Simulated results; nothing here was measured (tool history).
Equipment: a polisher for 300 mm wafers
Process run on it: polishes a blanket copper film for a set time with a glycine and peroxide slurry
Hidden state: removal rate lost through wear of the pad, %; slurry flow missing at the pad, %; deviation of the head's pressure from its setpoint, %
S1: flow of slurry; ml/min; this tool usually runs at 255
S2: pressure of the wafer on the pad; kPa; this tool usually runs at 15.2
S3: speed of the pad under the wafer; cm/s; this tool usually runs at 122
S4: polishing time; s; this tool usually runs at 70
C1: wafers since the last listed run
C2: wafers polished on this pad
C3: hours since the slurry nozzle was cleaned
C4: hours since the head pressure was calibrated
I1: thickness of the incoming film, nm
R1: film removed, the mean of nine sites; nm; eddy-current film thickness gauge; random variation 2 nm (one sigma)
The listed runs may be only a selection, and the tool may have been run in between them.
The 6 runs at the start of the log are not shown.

Run 7, day 13.183: usual settings; C1 1132; C2 3281; C3 686.0; C4 233.1; I1 1071.2. Result: R1 305.2 nm.
Run 8, day 14.388: usual settings; C1 422; C2 3703; C3 714.9; C4 262.0; I1 1066.5. Result: R1 298.7 nm.
At day 14.529: slurry nozzle cleaned.
Run 9, day 15.996: usual settings; C1 550; C2 4253; C3 35.2; C4 300.6; I1 1087.6. Result: R1 303.5 nm.
At day 16.521: worn pad replaced by a new one.
Run 10, day 17.904: usual settings but S3 102 cm/s, S4 52 s; C1 611; C2 486; C3 81.0; C4 346.4; I1 1049.0. Result: R1 197.7 nm.
At day 18.796: head pressure recalibrated.
Run 11, day 19.971: usual settings but S3 102 cm/s, S4 52 s; C1 696; C2 1182; C3 130.6; C4 28.2; I1 1070.0. Result: R1 194.8 nm.
Run 12, day 22.571: usual settings; C1 912; C2 2095; C3 193.0; C4 90.6; I1 1078.7. Result: R1 302.6 nm.
Run 13, day 27.933: usual settings; C1 1882; C2 3978; C3 321.7; C4 219.3; I1 1056.0. Result: R1 300.7 nm.
At day 28.650: worn pad replaced by a new one.
Run 14, day 30.708: usual settings; C1 915; C2 722; C3 388.3; C4 285.9; I1 1087.9. Result: R1 311.7 nm.
At day 30.829: head pressure recalibrated.
Run 15, day 31.946: usual settings; C1 405; C2 1127; C3 418.0; C4 26.8; I1 1076.4. Result: R1 307.3 nm.
Run 16, day 34.200: usual settings; C1 791; C2 1919; C3 472.1; C4 80.9; I1 1076.1. Result: R1 309.2 nm.
Run 17, day 37.050: usual settings but S2 17.2 kPa, S3 156 cm/s; C1 1000; C2 2919; C3 540.5; C4 149.3; I1 1076.5. Result: R1 408.2 nm.
Run 18, day 38.075: usual settings but S1 180 ml/min, S2 20.7 kPa, S3 88 cm/s, S4 86 s; C1 359; C2 3279; C3 565.1; C4 173.9; I1 1085.0. Result: R1 337.1 nm.
Run 19, day 39.579: usual settings but S2 11.7 kPa; C1 528; C2 3807; C3 601.2; C4 210.0; I1 1066.0. Result: R1 265.8 nm.
Run 20, day 40.796: usual settings but S2 17.9 kPa, S3 100 cm/s, S4 84 s; C1 427; C2 4234; C3 630.4; C4 239.2; I1 1049.4. Result: R1 338.4 nm.
Run 21, day 42.171: usual settings but S2 11.7 kPa; C1 482; C2 4717; C3 663.4; C4 272.2; I1 1048.0. Result: R1 264.2 nm.
At day 42.821: head pressure recalibrated.
At day 43.096: worn pad replaced by a new one.
Run 22, day 44.971: usual settings; C1 895; C2 658; C3 730.6; C4 51.6; I1 1082.9. Result: R1 310.1 nm.
Run 23, day 47.588: usual settings but S1 305 ml/min, S2 11.0 kPa; C1 918; C2 1577; C3 793.4; C4 114.4; I1 1062.7. Result: R1 264.6 nm.
At day 49.504: slurry nozzle cleaned.
Run 24, day 49.692: usual settings; C1 724; C2 2301; C3 4.5; C4 164.9; I1 1069.6. Result: R1 308.1 nm.
Run 25, day 51.567: usual settings; C1 658; C2 2959; C3 49.5; C4 209.9; I1 1079.8. Result: R1 305.9 nm.
Run 26, day 53.975: usual settings but S1 195 ml/min, S2 10.3 kPa, S4 81 s; C1 845; C2 3805; C3 107.3; C4 267.7; I1 1078.1. Result: R1 279.8 nm.
Run 27, day 55.071: usual settings; C1 384; C2 4189; C3 133.6; C4 294.0; I1 1085.7. Result: R1 297.8 nm.
At day 55.583: worn pad replaced by a new one.
Run 28, day 56.642: usual settings but S1 320 ml/min, S4 57 s; C1 492; C2 371; C3 171.3; C4 331.7; I1 1073.7. Result: R1 257.2 nm.

Run 29 has not been measured yet. What should we expect?
At day 57.096: head pressure recalibrated.
Run 29, day 58.096: usual settings but S2 16.5 kPa, S4 63 s; C1 481; C2 852; C3 206.2; C4 24.0; I1 1060.9. Result: R1 ?.

R1: 292.4 nm
Were there no unlogged condition in the tool, this run, its random variation unchanged, would have produced R1 294.2 nm.

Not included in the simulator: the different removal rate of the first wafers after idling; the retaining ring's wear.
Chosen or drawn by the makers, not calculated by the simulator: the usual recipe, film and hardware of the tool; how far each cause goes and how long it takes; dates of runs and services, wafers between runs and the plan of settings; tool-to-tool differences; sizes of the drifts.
